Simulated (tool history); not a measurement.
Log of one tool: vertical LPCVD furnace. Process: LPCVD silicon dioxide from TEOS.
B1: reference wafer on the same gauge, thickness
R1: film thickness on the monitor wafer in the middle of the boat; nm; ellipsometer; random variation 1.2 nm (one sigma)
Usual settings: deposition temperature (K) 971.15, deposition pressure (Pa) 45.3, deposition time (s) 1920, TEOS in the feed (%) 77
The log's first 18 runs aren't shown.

run 19 hour=1254.5 | deposition_temperature_(K)=967.15 deposition_pressure_(Pa)=45.3 deposition_time_(s)=1500 TEOS_in_the_feed_(%)=77 | B1=209.92 | R1=162.66
run 20 hour=1520.8 | deposition_temperature_(K)=971.15 deposition_pressure_(Pa)=45.3 deposition_time_(s)=1920 TEOS_in_the_feed_(%)=83 | B1=210.22 | R1=240.78
run 21 hour=1561.5 | deposition_temperature_(K)=971.15 deposition_pressure_(Pa)=34.7 deposition_time_(s)=1170 TEOS_in_the_feed_(%)=77 | B1=210.4 | R1=123.26
run 22 hour=1623.4 | deposition_temperature_(K)=967.15 deposition_pressure_(Pa)=45.3 deposition_time_(s)=1500 TEOS_in_the_feed_(%)=77 | B1=209.97 | R1=164.5
run 23 hour=1707.3 | deposition_temperature_(K)=971.15 deposition_pressure_(Pa)=52 deposition_time_(s)=1920 TEOS_in_the_feed_(%)=77 | B1=210.71 | R1=246.32
run 24 hour=1781.3 | deposition_temperature_(K)=971.15 deposition_pressure_(Pa)=40 deposition_time_(s)=2400 TEOS_in_the_feed_(%)=86 | B1=209.88 | R1=287.8
run 25 hour=1868 | deposition_temperature_(K)=971.15 deposition_pressure_(Pa)=45.3 deposition_time_(s)=1920 TEOS_in_the_feed_(%)=77 | B1=210.4 | R1=231.43
run 26 hour=1954.4 | deposition_temperature_(K)=963.15 deposition_pressure_(Pa)=45.3 deposition_time_(s)=1920 TEOS_in_the_feed_(%)=77 | B1=210.44 | R1=189.95
run 27 hour=2047.4 | deposition_temperature_(K)=971.15 deposition_pressure_(Pa)=45.3 deposition_time_(s)=1920 TEOS_in_the_feed_(%)=77 | B1=209.83 | R1=230.28
run 28 hour=2136.2 | deposition_temperature_(K)=971.15 deposition_pressure_(Pa)=38.7 deposition_time_(s)=1920 TEOS_in_the_feed_(%)=73 | B1=209.85 | R1=206.96
run 29 hour=2199.2 | deposition_temperature_(K)=971.15 deposition_pressure_(Pa)=35.3 deposition_time_(s)=1170 TEOS_in_the_feed_(%)=77 | B1=209.94 | R1=125.82
run 30 hour=2293.2 | deposition_temperature_(K)=971.15 deposition_pressure_(Pa)=52.7 deposition_time_(s)=1920 TEOS_in_the_feed_(%)=77 | B1=210.07 | R1=248.92

Forecast each of these 5 alternatives for the next run:
run A hour=2298.3 | deposition_temperature_(K)=971.15 deposition_pressure_(Pa)=45.3 deposition_time_(s)=1920 TEOS_in_the_feed_(%)=77 | B1=? | R1=?
run B hour=2298.3 | deposition_temperature_(K)=960.15 deposition_pressure_(Pa)=45.3 deposition_time_(s)=2340 TEOS_in_the_feed_(%)=77 | B1=? | R1=?
run C hour=2298.3 | deposition_temperature_(K)=977.15 deposition_pressure_(Pa)=45.3 deposition_time_(s)=1920 TEOS_in_the_feed_(%)=77 | B1=? | R1=?
run D hour=2298.3 | deposition_temperature_(K)=971.15 deposition_pressure_(Pa)=37.3 deposition_time_(s)=1920 TEOS_in_the_feed_(%)=90 | B1=? | R1=?
run E hour=2298.3 | deposition_temperature_(K)=960.15 deposition_pressure_(Pa)=53.3 deposition_time_(s)=2220 TEOS_in_the_feed_(%)=77 | B1=? | R1=?

run=A B1=209.98 R1=231.59
run=B B1=209.98 R1=217.66
run=C B1=209.98 R1=266.2
run=D B1=209.98 R1=227.89
run=E B1=209.98 R1=223.51
Without the tool's hidden state the same runs would have given:
run=A R1=228.36
run=B R1=214.62
run=C R1=262.48
run=D R1=224.05
run=E R1=220.85
